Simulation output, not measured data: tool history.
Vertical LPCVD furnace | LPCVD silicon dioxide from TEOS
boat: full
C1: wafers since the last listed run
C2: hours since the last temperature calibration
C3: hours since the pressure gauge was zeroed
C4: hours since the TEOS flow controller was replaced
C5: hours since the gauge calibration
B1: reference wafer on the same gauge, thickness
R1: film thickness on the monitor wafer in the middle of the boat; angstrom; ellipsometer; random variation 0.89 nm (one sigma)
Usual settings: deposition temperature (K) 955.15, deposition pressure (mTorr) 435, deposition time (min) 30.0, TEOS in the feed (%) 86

Run 1, day 0.000: usual settings; C1 0; C2 1619.7; C3 1434.1; C4 3806.9; C5 577.0; B1 187.72. Result: R1 1857.8 angstrom.
Run 2, day 1.183: usual settings but deposition temperature (K) 952.15; C1 562; C2 1648.1; C3 1462.5; C4 3835.3; C5 605.4; B1 187.55. Result: R1 1720.0 angstrom.
At day 1.567: gauge calibrated.
Run 3, day 1.812: usual settings but deposition temperature (K) 952.15; C1 299; C2 1663.2; C3 1477.6; C4 3850.4; C5 5.9; B1 192.23. Result: R1 1760.9 angstrom.
Run 4, day 3.096: usual settings but deposition temperature (K) 952.15; C1 610; C2 1694.0; C3 1508.4; C4 3881.2; C5 36.7; B1 191.85. Result: R1 1755.2 angstrom.
Run 5, day 4.038: usual settings but deposition temperature (K) 959.15; C1 447; C2 1716.6; C3 1531.0; C4 3903.8; C5 59.3; B1 192.00. Result: R1 2067.7 angstrom.
Run 6, day 5.196: usual settings but deposition temperature (K) 959.15; C1 551; C2 1744.4; C3 1558.8; C4 3931.6; C5 87.1; B1 191.62. Result: R1 2074.8 angstrom.
Run 7, day 5.783: usual settings; C1 279; C2 1758.5; C3 1572.9; C4 3945.7; C5 101.2; B1 191.58. Result: R1 1891.6 angstrom.
Run 8, day 7.242: usual settings but TEOS in the feed (%) 91; C1 693; C2 1793.5; C3 1607.9; C4 3980.7; C5 136.2; B1 191.37. Result: R1 1943.5 angstrom.
Run 9, day 8.083: usual settings; C1 400; C2 1813.7; C3 1628.1; C4 4000.9; C5 156.4; B1 191.55. Result: R1 1862.3 angstrom.
Run 10, day 9.496: usual settings but deposition temperature (K) 950.15; C1 671; C2 1847.6; C3 1662.0; C4 4034.8; C5 190.3; B1 191.02. Result: R1 1647.3 angstrom.
At day 11.192: pressure gauge zeroed.
Run 11, day 13.508: usual settings but deposition temperature (K) 950.15; C1 1433; C2 1943.9; C3 55.6; C4 4131.1; C5 286.6; B1 190.38. Result: R1 1667.7 angstrom.
Run 12, day 14.846: usual settings but deposition temperature (K) 950.15; C1 636; C2 1976.0; C3 87.7; C4 4163.2; C5 318.7; B1 190.48. Result: R1 1669.1 angstrom.
Run 13, day 15.508: usual settings but deposition pressure (mTorr) 510; C1 315; C2 1991.9; C3 103.6; C4 4179.1; C5 334.6; B1 190.00. Result: R1 2024.4 angstrom.
Run 14, day 16.862: usual settings but deposition pressure (mTorr) 470, TEOS in the feed (%) 97; C1 644; C2 2024.4; C3 136.1; C4 4211.6; C5 367.1; B1 189.92. Result: R1 2055.7 angstrom.
Run 15, day 18.129: usual settings; C1 602; C2 2054.8; C3 166.5; C4 4242.0; C5 397.5; B1 189.54. Result: R1 1855.4 angstrom.
Run 16, day 19.488: usual settings but deposition temperature (K) 965.15; C1 646; C2 2087.4; C3 199.1; C4 4274.6; C5 430.1; B1 189.28. Result: R1 2335.6 angstrom.
Run 17, day 20.462: usual settings but deposition time (min) 34.0; C1 463; C2 2110.8; C3 222.5; C4 4298.0; C5 453.5; B1 189.07. Result: R1 2106.3 angstrom.
At day 21.917: TEOS flow controller replaced.
Run 18, day 21.938: usual settings; C1 225; C2 2146.2; C3 257.9; C4 0.5; C5 488.9; B1 188.86. Result: R1 1842.7 angstrom.
Run 19, day 22.783: usual settings but deposition time (min) 19.0, TEOS in the feed (%) 81; C1 402; C2 2166.5; C3 278.2; C4 20.8; C5 509.2; B1 188.45. Result: R1 1132.7 angstrom.
Run 20, day 25.612: usual settings but deposition temperature (K) 960.15, deposition pressure (mTorr) 385; C1 1345; C2 2234.4; C3 346.1; C4 88.7; C5 577.1; B1 188.16. Result: R1 1957.2 angstrom.
Run 21, day 26.392: usual settings; C1 370; C2 2253.1; C3 364.8; C4 107.4; C5 595.8; B1 188.46. Result: R1 1840.9 angstrom.
At day 27.412: gauge calibrated.
At day 28.100: thermocouples replaced and temperature profile calibrated.
Run 22, day 28.121: usual settings but deposition pressure (mTorr) 505, deposition time (min) 33.0; C1 346; C2 0.5; C3 406.3; C4 148.9; C5 17.0; B1 192.29. Result: R1 2243.0 angstrom.
Run 23, day 28.942: usual settings; C1 390; C2 20.2; C3 426.0; C4 168.6; C5 36.7; B1 192.40. Result: R1 1901.1 angstrom.
Run 24, day 29.650: usual settings but deposition time (min) 38.0; C1 336; C2 37.2; C3 443.0; C4 185.6; C5 53.7; B1 192.20. Result: R1 2402.6 angstrom.
Run 25, day 30.392: usual settings but deposition temperature (K) 950.15, deposition time (min) 41.5, TEOS in the feed (%) 97; C1 352; C2 55.0; C3 460.8; C4 203.4; C5 71.5; B1 191.91. Result: R1 2453.6 angstrom.
Run 26, day 31.858: usual settings but deposition temperature (K) 961.15; C1 697; C2 90.2; C3 496.0; C4 238.6; C5 106.7; B1 191.48. Result: R1 2160.3 angstrom.
Run 27, day 33.217: usual settings; C1 646; C2 122.8; C3 528.6; C4 271.2; C5 139.3; B1 191.57. Result: R1 1885.4 angstrom.
Run 28, day 34.246: usual settings but deposition temperature (K) 962.15, deposition pressure (mTorr) 360, deposition time (min) 26.0, TEOS in the feed (%) 71; C1 489; C2 147.5; C3 553.3; C4 295.9; C5 164.0; B1 191.60. Result: R1 1588.2 angstrom.
Run 29, day 35.458: usual settings but deposition temperature (K) 964.15, deposition pressure (mTorr) 360, TEOS in the feed (%) 95; C1 576; C2 176.6; C3 582.4; C4 325.0; C5 193.1; B1 191.25. Result: R1 2234.6 angstrom.
Run 30, day 36.383: usual settings but deposition temperature (K) 951.15, deposition time (min) 22.5; C1 440; C2 198.8; C3 604.6; C4 347.2; C5 215.3; B1 190.94. Result: R1 1271.9 angstrom.
Run 31, day 37.312: usual settings but deposition pressure (mTorr) 500, deposition time (min) 25.5; C1 442; C2 221.1; C3 626.9; C4 369.5; C5 237.6; B1 190.56. Result: R1 1708.3 angstrom.

4 ways to go on from here, each from the tool as it stands after run 31. What would each give?
Run A, day 37.462: usual settings but deposition pressure (mTorr) 375; C1 71; C2 224.7; C3 630.5; C4 373.1; C5 241.2; B1 ?. Result: R1 ?.
Run B, day 37.462: usual settings but deposition time (min) 23.0, TEOS in the feed (%) 97; C1 71; C2 224.7; C3 630.5; C4 373.1; C5 241.2; B1 ?. Result: R1 ?.
Run C, day 37.462: usual settings but deposition temperature (K) 952.15, deposition pressure (mTorr) 500, deposition time (min) 35.5, TEOS in the feed (%) 78; C1 71; C2 224.7; C3 630.5; C4 373.1; C5 241.2; B1 ?. Result: R1 ?.
Run D, day 37.462: usual settings but deposition time (min) 26.0, TEOS in the feed (%) 70; C1 71; C2 224.7; C3 630.5; C4 373.1; C5 241.2; B1 ?. Result: R1 ?.

run      B1      R1
  A  190.70  1743.4
  B  190.70  1528.8
  C  190.70  2109.6
  D  190.70  1468.1
Without the tool's hidden state the same runs would have given:
run      R1
  A  1754.0
  B  1538.2
  C  2122.5
  D  1477.1
